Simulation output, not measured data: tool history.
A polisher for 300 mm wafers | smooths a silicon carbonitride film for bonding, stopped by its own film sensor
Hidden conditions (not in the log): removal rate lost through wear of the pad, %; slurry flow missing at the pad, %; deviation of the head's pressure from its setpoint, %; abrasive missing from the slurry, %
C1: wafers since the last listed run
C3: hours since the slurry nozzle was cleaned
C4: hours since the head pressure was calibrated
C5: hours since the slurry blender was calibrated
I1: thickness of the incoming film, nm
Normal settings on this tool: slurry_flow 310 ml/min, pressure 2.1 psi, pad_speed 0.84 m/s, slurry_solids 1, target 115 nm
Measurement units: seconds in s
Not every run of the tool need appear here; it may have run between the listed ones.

{"run": 1, "day": 0.0, "slurry_flow": 310, "pressure": 2.3, "pad_speed": 0.84, "slurry_solids": 1, "target": 115, "C1": 0, "wafers polished on this pad": 1244, "C3": 886.7, "C4": 798, "C5": 19.5, "I1": 130.2, "seconds": 54.1}
{"run": 2, "day": 1.504, "slurry_flow": 310, "pressure": 2.3, "pad_speed": 0.84, "slurry_solids": 1, "target": 115, "C1": 229, "wafers polished on this pad": 1474, "C3": 922.8, "C4": 834.1, "C5": 55.6, "I1": 131, "seconds": 57.7}
{"day": 2.846, "done": "slurry nozzle cleaned"}
{"run": 3, "day": 4.133, "slurry_flow": 310, "pressure": 1.6, "pad_speed": 0.84, "slurry_solids": 1, "target": 115, "C1": 395, "wafers polished on this pad": 1869, "C3": 30.9, "C4": 897.2, "C5": 118.7, "I1": 131.9, "seconds": 83.1}
{"run": 4, "day": 6.212, "slurry_flow": 310, "pressure": 2.1, "pad_speed": 0.84, "slurry_solids": 0.9, "target": 118, "C1": 317, "wafers polished on this pad": 2187, "C3": 80.8, "C4": 947.1, "C5": 168.6, "I1": 129.3, "seconds": 45}
{"run": 5, "day": 7.612, "slurry_flow": 310, "pressure": 2.1, "pad_speed": 0.84, "slurry_solids": 0.9, "target": 118, "C1": 213, "wafers polished on this pad": 2401, "C3": 114.4, "C4": 980.7, "C5": 202.2, "I1": 129.1, "seconds": 44}
{"day": 9.579, "done": "head pressure recalibrated"}
{"run": 6, "day": 10.396, "slurry_flow": 310, "pressure": 2.1, "pad_speed": 0.84, "slurry_solids": 0.9, "target": 118, "C1": 412, "wafers polished on this pad": 2813, "C3": 181.2, "C4": 19.6, "C5": 269, "I1": 130.4, "seconds": 49.8}
{"run": 7, "day": 11.533, "slurry_flow": 310, "pressure": 2.1, "pad_speed": 0.84, "slurry_solids": 1, "target": 115, "C1": 173, "wafers polished on this pad": 2987, "C3": 208.5, "C4": 46.9, "C5": 296.3, "I1": 128.9, "seconds": 52.3}
{"run": 8, "day": 14.033, "slurry_flow": 310, "pressure": 2.1, "pad_speed": 0.84, "slurry_solids": 1, "target": 117, "C1": 382, "wafers polished on this pad": 3369, "C3": 268.5, "C4": 106.9, "C5": 356.3, "I1": 128.8, "seconds": 44.4}
{"day": 14.433, "done": "worn pad replaced by a new one"}
{"run": 9, "day": 15.558, "slurry_flow": 415, "pressure": 2.1, "pad_speed": 0.84, "slurry_solids": 1, "target": 110, "C1": 207, "wafers polished on this pad": 171, "C3": 305.1, "C4": 143.5, "C5": 392.9, "I1": 129.6, "seconds": 71.4}
{"run": 10, "day": 16.812, "slurry_flow": 310, "pressure": 2.1, "pad_speed": 1.04, "slurry_solids": 1, "target": 115, "C1": 191, "wafers polished on this pad": 363, "C3": 335.2, "C4": 173.6, "C5": 423, "I1": 129.7, "seconds": 46.4}
{"run": 11, "day": 18.896, "slurry_flow": 310, "pressure": 2.1, "pad_speed": 0.84, "slurry_solids": 1, "target": 115, "C1": 318, "wafers polished on this pad": 681, "C3": 385.2, "C4": 223.6, "C5": 473, "I1": 128.3, "seconds": 50.1}
{"day": 20.95, "done": "slurry blender recalibrated"}
{"run": 12, "day": 21.862, "slurry_flow": 310, "pressure": 2.1, "pad_speed": 0.56, "slurry_solids": 1, "target": 115, "C1": 440, "wafers polished on this pad": 1122, "C3": 456.4, "C4": 294.8, "C5": 21.9, "I1": 130, "seconds": 78.4}
{"run": 13, "day": 24.333, "slurry_flow": 310, "pressure": 2.1, "pad_speed": 0.84, "slurry_solids": 0.85, "target": 115, "C1": 377, "wafers polished on this pad": 1500, "C3": 515.7, "C4": 354.1, "C5": 81.2, "I1": 130.9, "seconds": 65.7}
{"run": 14, "day": 27.142, "slurry_flow": 310, "pressure": 2.1, "pad_speed": 0.84, "slurry_solids": 1.1, "target": 116, "C1": 429, "wafers polished on this pad": 1929, "C3": 583.1, "C4": 421.5, "C5": 148.6, "I1": 131.7, "seconds": 56.4}
{"run": 15, "day": 29.621, "slurry_flow": 310, "pressure": 2.1, "pad_speed": 0.84, "slurry_solids": 1, "target": 115, "C1": 378, "wafers polished on this pad": 2308, "C3": 642.6, "C4": 481, "C5": 208.1, "I1": 129.8, "seconds": 56.4}
{"run": 16, "day": 31.5, "slurry_flow": 310, "pressure": 2.1, "pad_speed": 0.72, "slurry_solids": 0.75, "target": 115, "C1": 287, "wafers polished on this pad": 2595, "C3": 687.7, "C4": 526.1, "C5": 253.2, "I1": 130, "seconds": 77.8}
{"day": 32.129, "done": "worn pad replaced by a new one"}
{"run": 17, "day": 33.533, "slurry_flow": 310, "pressure": 2.1, "pad_speed": 0.74, "slurry_solids": 1.2, "target": 115, "C1": 285, "wafers polished on this pad": 214, "C3": 736.5, "C4": 574.9, "C5": 302, "I1": 130.3, "seconds": 59.3}
{"run": 18, "day": 36.242, "slurry_flow": 310, "pressure": 2.1, "pad_speed": 0.84, "slurry_solids": 1, "target": 115, "C1": 413, "wafers polished on this pad": 628, "C3": 801.5, "C4": 639.9, "C5": 367, "I1": 128.6, "seconds": 52}
{"run": 19, "day": 38.521, "slurry_flow": 310, "pressure": 1.5, "pad_speed": 0.76, "slurry_solids": 1, "target": 120, "C1": 348, "wafers polished on this pad": 976, "C3": 856.2, "C4": 694.6, "C5": 421.7, "I1": 130, "seconds": 58.7}
{"run": 20, "day": 40.704, "slurry_flow": 310, "pressure": 2.1, "pad_speed": 0.84, "slurry_solids": 1, "target": 115, "C1": 333, "wafers polished on this pad": 1310, "C3": 908.6, "C4": 747, "C5": 474.1, "I1": 131.7, "seconds": 66.1}
{"day": 42.021, "done": "slurry nozzle cleaned"}
{"day": 42.883, "done": "slurry blender recalibrated"}
{"run": 21, "day": 42.9, "slurry_flow": 310, "pressure": 2.1, "pad_speed": 0.56, "slurry_solids": 0.8, "target": 115, "C1": 316, "wafers polished on this pad": 1626, "C3": 21.1, "C4": 799.7, "C5": 0.4, "I1": 129.5, "seconds": 84.9}
{"run": 22, "day": 45.2, "slurry_flow": 230, "pressure": 2.6, "pad_speed": 0.84, "slurry_solids": 1, "target": 111, "C1": 351, "wafers polished on this pad": 1978, "C3": 76.3, "C4": 854.9, "C5": 55.6, "I1": 129, "seconds": 56.5}
{"run": 23, "day": 46.808, "slurry_flow": 375, "pressure": 2.1, "pad_speed": 0.84, "slurry_solids": 1, "target": 115, "C1": 245, "wafers polished on this pad": 2224, "C3": 114.9, "C4": 893.5, "C5": 94.2, "I1": 128.9, "seconds": 50.9}
{"run": 24, "day": 47.892, "slurry_flow": 310, "pressure": 2.1, "pad_speed": 0.84, "slurry_solids": 1, "target": 115, "C1": 165, "wafers polished on this pad": 2389, "C3": 140.9, "C4": 919.5, "C5": 120.2, "I1": 130.4, "seconds": 58.6}
{"run": 25, "day": 50.204, "slurry_flow": 350, "pressure": 2.1, "pad_speed": 1.1, "slurry_solids": 1, "target": 115, "C1": 353, "wafers polished on this pad": 2743, "C3": 196.4, "C4": 975, "C5": 175.7, "I1": 132.4, "seconds": 51.7}
{"run": 26, "day": 52.538, "slurry_flow": 375, "pressure": 2.6, "pad_speed": 0.84, "slurry_solids": 0.85, "target": 112, "C1": 356, "wafers polished on this pad": 3099, "C3": 252.4, "C4": 1031, "C5": 231.7, "I1": 128.6, "seconds": 54.2}
{"day": 52.971, "done": "worn pad replaced by a new one"}
{"run": 27, "day": 54.454, "slurry_flow": 310, "pressure": 2.1, "pad_speed": 0.84, "slurry_solids": 1, "target": 115, "C1": 267, "wafers polished on this pad": 227, "C3": 298.4, "C4": 1077, "C5": 277.7, "I1": 128.8, "seconds": 51.9}
{"run": 28, "day": 57.238, "slurry_flow": 310, "pressure": 2.1, "pad_speed": 1.1, "slurry_solids": 1.15, "target": 115, "C1": 425, "wafers polished on this pad": 652, "C3": 365.2, "C4": 1143.8, "C5": 344.5, "I1": 132.8, "seconds": 50.6}
{"day": 58.275, "done": "head pressure recalibrated"}
{"day": 63.883, "done": "slurry blender recalibrated"}
{"run": 29, "day": 64.667, "slurry_flow": 310, "pressure": 2.4, "pad_speed": 0.68, "slurry_solids": 1, "target": 113, "C1": 1109, "wafers polished on this pad": 1762, "C3": 543.5, "C4": 153.4, "C5": 18.8, "I1": 128.5, "seconds": 60.8}
{"run": 30, "day": 66.246, "slurry_flow": 310, "pressure": 2.1, "pad_speed": 0.84, "slurry_solids": 1, "target": 115, "C1": 241, "wafers polished on this pad": 2003, "C3": 581.4, "C4": 191.3, "C5": 56.7, "I1": 130.4, "seconds": 58.5}
{"run": 31, "day": 68.217, "slurry_flow": 405, "pressure": 2.1, "pad_speed": 0.62, "slurry_solids": 1, "target": 115, "C1": 301, "wafers polished on this pad": 2304, "C3": 628.7, "C4": 238.6, "C5": 104, "I1": 130.8, "seconds": 75.8}

List, for all runs, the conditions of the tool that the log does not record:
removal rate lost through wear of the pad, %: 0, the same for each run
deviation of the head's pressure from its setpoint, %: 0, the same for each run
abrasive missing from the slurry, %: 0, the same for each run
H1: slurry flow missing at the pad, %
run=1 H1=45.2
run=2 H1=48.9
run=3 H1=1.46
run=4 H1=1.77
run=5 H1=2.13
run=6 H1=3.24
run=7 H1=3.83
run=8 H1=5.43
run=9 H1=6.6
run=10 H1=7.67
run=11 H1=9.68
run=12 H1=13
run=13 H1=16.2
run=14 H1=20.4
run=15 H1=24.5
run=16 H1=27.8
run=17 H1=31.7
run=18 H1=37.3
run=19 H1=42.3
run=20 H1=47.5
run=21 H1=5.59
run=22 H1=5.89
run=23 H1=6.3
run=24 H1=6.67
run=25 H1=7.71
run=26 H1=9.12
run=27 H1=10.5
run=28 H1=13
run=29 H1=22
run=30 H1=24.4
run=31 H1=27.6
